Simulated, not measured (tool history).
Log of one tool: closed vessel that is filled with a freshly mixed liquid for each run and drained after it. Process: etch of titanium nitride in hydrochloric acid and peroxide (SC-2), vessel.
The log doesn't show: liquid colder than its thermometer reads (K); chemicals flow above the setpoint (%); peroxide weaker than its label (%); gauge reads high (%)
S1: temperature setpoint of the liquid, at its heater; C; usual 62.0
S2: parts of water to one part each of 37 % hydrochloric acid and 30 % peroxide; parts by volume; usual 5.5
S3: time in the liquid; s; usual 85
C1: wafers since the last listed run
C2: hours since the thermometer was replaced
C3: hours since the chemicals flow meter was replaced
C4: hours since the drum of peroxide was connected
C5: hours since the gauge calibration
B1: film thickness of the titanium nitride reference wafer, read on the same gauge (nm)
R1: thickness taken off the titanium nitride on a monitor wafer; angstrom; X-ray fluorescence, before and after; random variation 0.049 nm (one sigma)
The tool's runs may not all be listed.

Run 1, hour 0.0: usual settings but S1 57.5 C, S3 115 s; C1 0; C2 2545.4; C3 407.4; C4 566.1; C5 72.3; B1 89.99. Result: R1 53.6 angstrom.
Run 2, hour 27.3: usual settings but S1 57.5 C, S3 115 s; C1 1726; C2 2572.7; C3 434.7; C4 593.4; C5 99.6; B1 90.04. Result: R1 52.8 angstrom.
Run 3, hour 39.6: usual settings but S1 57.5 C, S3 115 s; C1 778; C2 2585.0; C3 447.0; C4 605.7; C5 111.9; B1 90.00. Result: R1 52.7 angstrom.
Run 4, hour 64.1: usual settings but S3 65 s; C1 1549; C2 2609.5; C3 471.5; C4 630.2; C5 136.4; B1 90.04. Result: R1 39.8 angstrom.
Run 5, hour 85.3: usual settings but S3 65 s; C1 1341; C2 2630.7; C3 492.7; C4 651.4; C5 157.6; B1 89.99. Result: R1 39.5 angstrom.
Run 6, hour 109.4: usual settings but S3 100 s; C1 1524; C2 2654.8; C3 516.8; C4 675.5; C5 181.7; B1 90.01. Result: R1 60.5 angstrom.
At hour 114.4: gauge calibrated.
Run 7, hour 139.0: usual settings but S3 60 s; C1 1872; C2 2684.4; C3 546.4; C4 705.1; C5 24.6; B1 89.99. Result: R1 36.5 angstrom.
At hour 140.0: new drum of peroxide connected.
Run 8, hour 152.6: usual settings but S3 60 s; C1 797; C2 2698.0; C3 560.0; C4 12.6; C5 38.2; B1 90.01. Result: R1 38.7 angstrom.
At hour 186.3: chemicals flow meter replaced.
Run 9, hour 186.7: usual settings; C1 2093; C2 2732.1; C3 0.4; C4 46.7; C5 72.3; B1 89.99. Result: R1 53.8 angstrom.
Run 10, hour 211.5: usual settings; C1 1568; C2 2756.9; C3 25.2; C4 71.5; C5 97.1; B1 89.99. Result: R1 55.3 angstrom.
At hour 238.2: thermometer replaced.
Run 11, hour 240.7: usual settings but S1 54.0 C, S2 8.0 parts by volume; C1 1783; C2 2.5; C3 54.4; C4 100.7; C5 126.3; B1 90.00. Result: R1 24.3 angstrom.
Run 12, hour 263.9: usual settings but S2 8.0 parts by volume; C1 1467; C2 25.7; C3 77.6; C4 123.9; C5 149.5; B1 90.01. Result: R1 40.7 angstrom.
Run 13, hour 288.1: usual settings but S1 52.5 C; C1 1530; C2 49.9; C3 101.8; C4 148.1; C5 173.7; B1 90.02. Result: R1 29.8 angstrom.
At hour 294.5: gauge calibrated.
Run 14, hour 317.8: usual settings but S1 59.0 C, S3 100 s; C1 1878; C2 79.6; C3 131.5; C4 177.8; C5 23.3; B1 90.01. Result: R1 53.1 angstrom.
Run 15, hour 330.1: usual settings but S3 130 s; C1 778; C2 91.9; C3 143.8; C4 190.1; C5 35.6; B1 90.01. Result: R1 82.0 angstrom.
Run 16, hour 365.2: usual settings but S3 50 s; C1 2220; C2 127.0; C3 178.9; C4 225.2; C5 70.7; B1 90.00. Result: R1 32.1 angstrom.
Run 17, hour 398.2: usual settings but S1 67.0 C, S2 7.5 parts by volume, S3 40 s; C1 2087; C2 160.0; C3 211.9; C4 258.2; C5 103.7; B1 89.97. Result: R1 27.1 angstrom.

Forecast each of these 3 alternatives for the next run:
Run A, hour 398.9: usual settings; C1 44; C2 160.7; C3 212.6; C4 258.9; C5 104.4; B1 ?. Result: R1 ?.
Run B, hour 398.9: usual settings but S1 65.0 C; C1 44; C2 160.7; C3 212.6; C4 258.9; C5 104.4; B1 ?. Result: R1 ?.
Run C, hour 398.9: usual settings but S1 70.5 C, S2 8.5 parts by volume, S3 100 s; C1 44; C2 160.7; C3 212.6; C4 258.9; C5 104.4; B1 ?. Result: R1 ?.

run     B1    R1
  A  90.01  54.4
  B  90.01  65.4
  C  90.01  76.4
Without the tool's hidden state the same runs would have given:
run    R1
  A  55.9
  B  67.2
  C  78.5
